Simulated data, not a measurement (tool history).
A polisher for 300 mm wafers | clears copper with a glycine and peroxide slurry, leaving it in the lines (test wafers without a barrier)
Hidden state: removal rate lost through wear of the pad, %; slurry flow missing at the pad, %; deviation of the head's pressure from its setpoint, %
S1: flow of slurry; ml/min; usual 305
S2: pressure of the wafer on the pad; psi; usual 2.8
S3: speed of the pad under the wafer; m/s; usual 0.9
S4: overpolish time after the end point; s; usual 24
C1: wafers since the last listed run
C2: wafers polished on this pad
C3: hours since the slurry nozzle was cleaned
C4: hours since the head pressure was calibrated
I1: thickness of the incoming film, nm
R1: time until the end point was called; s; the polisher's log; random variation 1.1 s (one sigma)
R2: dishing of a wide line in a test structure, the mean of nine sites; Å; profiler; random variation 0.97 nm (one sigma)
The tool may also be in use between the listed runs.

{"run": 1, "hour": 0.0, "S1": 305, "S2": 2.8, "S3": 0.9, "S4": 24, "C1": 0, "C2": 1113, "C3": 158.6, "C4": 1134.1, "I1": 555.6, "R1": 124.2, "R2": 633}
{"run": 2, "hour": 32.7, "S1": 305, "S2": 2.8, "S3": 0.9, "S4": 24, "C1": 372, "C2": 1486, "C3": 191.3, "C4": 1166.8, "I1": 554.6, "R1": 125, "R2": 638}
{"run": 3, "hour": 45.7, "S1": 305, "S2": 2.8, "S3": 0.9, "S4": 24, "C1": 148, "C2": 1634, "C3": 204.3, "C4": 1179.8, "I1": 553.8, "R1": 123.9, "R2": 639}
{"run": 4, "hour": 58.1, "S1": 305, "S2": 2.8, "S3": 0.9, "S4": 24, "C1": 141, "C2": 1776, "C3": 216.7, "C4": 1192.2, "I1": 556.7, "R1": 124.7, "R2": 628}
{"hour": 122.7, "done": "worn pad replaced by a new one"}
{"run": 5, "hour": 135.2, "S1": 375, "S2": 2.8, "S3": 0.9, "S4": 24, "C1": 833, "C2": 142, "C3": 293.8, "C4": 1269.3, "I1": 560.5, "R1": 115.4, "R2": 678}
{"run": 6, "hour": 168.1, "S1": 375, "S2": 2.8, "S3": 0.9, "S4": 24, "C1": 375, "C2": 517, "C3": 326.7, "C4": 1302.2, "I1": 553.8, "R1": 118, "R2": 641}
{"run": 7, "hour": 183.4, "S1": 225, "S2": 2.8, "S3": 0.9, "S4": 24, "C1": 174, "C2": 692, "C3": 342, "C4": 1317.5, "I1": 553.6, "R1": 127.1, "R2": 624}
{"run": 8, "hour": 204.6, "S1": 225, "S2": 2.8, "S3": 0.9, "S4": 24, "C1": 241, "C2": 934, "C3": 363.2, "C4": 1338.7, "I1": 558.9, "R1": 127.1, "R2": 612}
{"run": 9, "hour": 223.2, "S1": 225, "S2": 2.8, "S3": 0.9, "S4": 24, "C1": 212, "C2": 1146, "C3": 381.8, "C4": 1357.3, "I1": 551.1, "R1": 130.3, "R2": 599}
{"hour": 252.6, "done": "head pressure recalibrated"}
{"run": 10, "hour": 277.7, "S1": 305, "S2": 2.8, "S3": 0.9, "S4": 24, "C1": 598, "C2": 1744, "C3": 436.3, "C4": 25.1, "I1": 560.3, "R1": 128.7, "R2": 613}
{"run": 11, "hour": 294.7, "S1": 305, "S2": 2.8, "S3": 0.9, "S4": 24, "C1": 193, "C2": 1938, "C3": 453.3, "C4": 42.1, "I1": 558.6, "R1": 128.6, "R2": 622}
{"run": 12, "hour": 318.1, "S1": 305, "S2": 2.8, "S3": 0.9, "S4": 24, "C1": 266, "C2": 2205, "C3": 476.7, "C4": 65.5, "I1": 556.2, "R1": 130.9, "R2": 612}
{"run": 13, "hour": 349.1, "S1": 305, "S2": 2.8, "S3": 0.82, "S4": 18, "C1": 353, "C2": 2559, "C3": 507.7, "C4": 96.5, "I1": 555.6, "R1": 136, "R2": 479}
{"hour": 381.1, "done": "worn pad replaced by a new one"}
{"run": 14, "hour": 410.6, "S1": 305, "S2": 2.8, "S3": 0.9, "S4": 24, "C1": 655, "C2": 335, "C3": 569.2, "C4": 158, "I1": 553.2, "R1": 114.1, "R2": 664}
{"run": 15, "hour": 438.7, "S1": 305, "S2": 3.7, "S3": 0.9, "S4": 24, "C1": 320, "C2": 656, "C3": 597.3, "C4": 186.1, "I1": 550.2, "R1": 93.1, "R2": 784}
{"run": 16, "hour": 459.4, "S1": 305, "S2": 2.8, "S3": 0.9, "S4": 24, "C1": 236, "C2": 892, "C3": 618, "C4": 206.8, "I1": 550.8, "R1": 119.4, "R2": 652}
{"run": 17, "hour": 485.7, "S1": 305, "S2": 2.5, "S3": 1, "S4": 33, "C1": 299, "C2": 1192, "C3": 644.3, "C4": 233.1, "I1": 544, "R1": 121.3, "R2": 777}
{"run": 18, "hour": 520.0, "S1": 305, "S2": 2.8, "S3": 0.62, "S4": 24, "C1": 391, "C2": 1583, "C3": 678.6, "C4": 267.4, "I1": 553.6, "R1": 154, "R2": 538}
{"run": 19, "hour": 552.3, "S1": 305, "S2": 2.8, "S3": 0.6, "S4": 24, "C1": 368, "C2": 1951, "C3": 710.9, "C4": 299.7, "I1": 548.7, "R1": 158.3, "R2": 517}
{"run": 20, "hour": 564.7, "S1": 305, "S2": 2.8, "S3": 0.9, "S4": 24, "C1": 141, "C2": 2093, "C3": 723.3, "C4": 312.1, "I1": 564.4, "R1": 125.1, "R2": 624}
{"run": 21, "hour": 580.5, "S1": 270, "S2": 2.8, "S3": 0.9, "S4": 24, "C1": 180, "C2": 2273, "C3": 739.1, "C4": 327.9, "I1": 554.9, "R1": 127.3, "R2": 633}
{"run": 22, "hour": 595.2, "S1": 355, "S2": 2.8, "S3": 0.9, "S4": 24, "C1": 167, "C2": 2441, "C3": 753.8, "C4": 342.6, "I1": 560, "R1": 126.3, "R2": 628}
{"run": 23, "hour": 623.8, "S1": 305, "S2": 2.5, "S3": 0.68, "S4": 34, "C1": 326, "C2": 2767, "C3": 782.4, "C4": 371.2, "I1": 548.4, "R1": 163.6, "R2": 668}
{"hour": 632.0, "done": "worn pad replaced by a new one"}
{"run": 24, "hour": 641.2, "S1": 305, "S2": 2.8, "S3": 1.06, "S4": 24, "C1": 152, "C2": 105, "C3": 799.8, "C4": 388.6, "I1": 562.1, "R1": 101, "R2": 714}
{"hour": 647.4, "done": "slurry nozzle cleaned"}
{"run": 25, "hour": 654.7, "S1": 305, "S2": 2.1, "S3": 0.98, "S4": 24, "C1": 142, "C2": 247, "C3": 7.3, "C4": 402.1, "I1": 549.4, "R1": 135, "R2": 577}
{"run": 26, "hour": 675.0, "S1": 305, "S2": 2.5, "S3": 1, "S4": 33, "C1": 231, "C2": 479, "C3": 27.6, "C4": 422.4, "I1": 549.9, "R1": 118.8, "R2": 819}
{"run": 27, "hour": 690.4, "S1": 305, "S2": 2.8, "S3": 0.9, "S4": 24, "C1": 175, "C2": 654, "C3": 43, "C4": 437.8, "I1": 545.2, "R1": 119.3, "R2": 656}
{"run": 28, "hour": 716.9, "S1": 365, "S2": 2.8, "S3": 0.9, "S4": 36, "C1": 302, "C2": 956, "C3": 69.5, "C4": 464.3, "I1": 560.4, "R1": 121.6, "R2": 876}
{"run": 29, "hour": 737.8, "S1": 305, "S2": 2.8, "S3": 0.9, "S4": 24, "C1": 238, "C2": 1195, "C3": 90.4, "C4": 485.2, "I1": 556, "R1": 123.8, "R2": 639}
{"run": 30, "hour": 773.6, "S1": 305, "S2": 2.8, "S3": 0.9, "S4": 24, "C1": 408, "C2": 1603, "C3": 126.2, "C4": 521, "I1": 558.2, "R1": 124.7, "R2": 634}
{"run": 31, "hour": 851.0, "S1": 305, "S2": 2.8, "S3": 0.9, "S4": 24, "C1": 882, "C2": 2486, "C3": 203.6, "C4": 598.4, "I1": 554.2, "R1": 125, "R2": 636}
{"run": 32, "hour": 868.5, "S1": 305, "S2": 1.9, "S3": 0.9, "S4": 24, "C1": 199, "C2": 2685, "C3": 221.1, "C4": 615.9, "I1": 543.8, "R1": 167.7, "R2": 487}
{"run": 33, "hour": 890.8, "S1": 305, "S2": 2.8, "S3": 0.62, "S4": 24, "C1": 254, "C2": 2940, "C3": 243.4, "C4": 638.2, "I1": 545.6, "R1": 152.2, "R2": 532}
{"hour": 904.2, "done": "worn pad replaced by a new one"}
{"run": 34, "hour": 908.9, "S1": 305, "S2": 2.8, "S3": 0.9, "S4": 38, "C1": 160, "C2": 53, "C3": 261.5, "C4": 656.3, "I1": 559, "R1": 115, "R2": 905}
{"run": 35, "hour": 962.8, "S1": 230, "S2": 2.8, "S3": 0.62, "S4": 24, "C1": 614, "C2": 667, "C3": 315.4, "C4": 710.2, "I1": 547.5, "R1": 154, "R2": 533}

Some steps in R1 between neighbouring runs. How much of each would the tool show without its hidden state too (settings, what came in, random variation), and how much is left for the hidden state, with any gauge scatter that isn't in both results?
Run 13 -> 14: S3 0.82 -> 0.9, S4 18 -> 24, worn pad replaced by a new one. R1 -21.9 s: hidden state -14.7, all else -7.2.
Run 23 -> 24: S2 2.5 -> 2.8, S3 0.68 -> 1.06, S4 34 -> 24, worn pad replaced by a new one. R1 -62.6 s: hidden state -17.7, all else -44.9.
Run 31 -> 32: S2 2.8 -> 1.9. R1 +42.7 s: hidden state +5.3, all else +37.4.
Run 33 -> 34: S3 0.62 -> 0.9, S4 24 -> 38, worn pad replaced by a new one. R1 -37.2 s: hidden state -16.7, all else -20.5.
Run 34 -> 35: S1 305 -> 230, S3 0.9 -> 0.62, S4 38 -> 24. R1 +39 s: hidden state +8.9, all else +30.1.
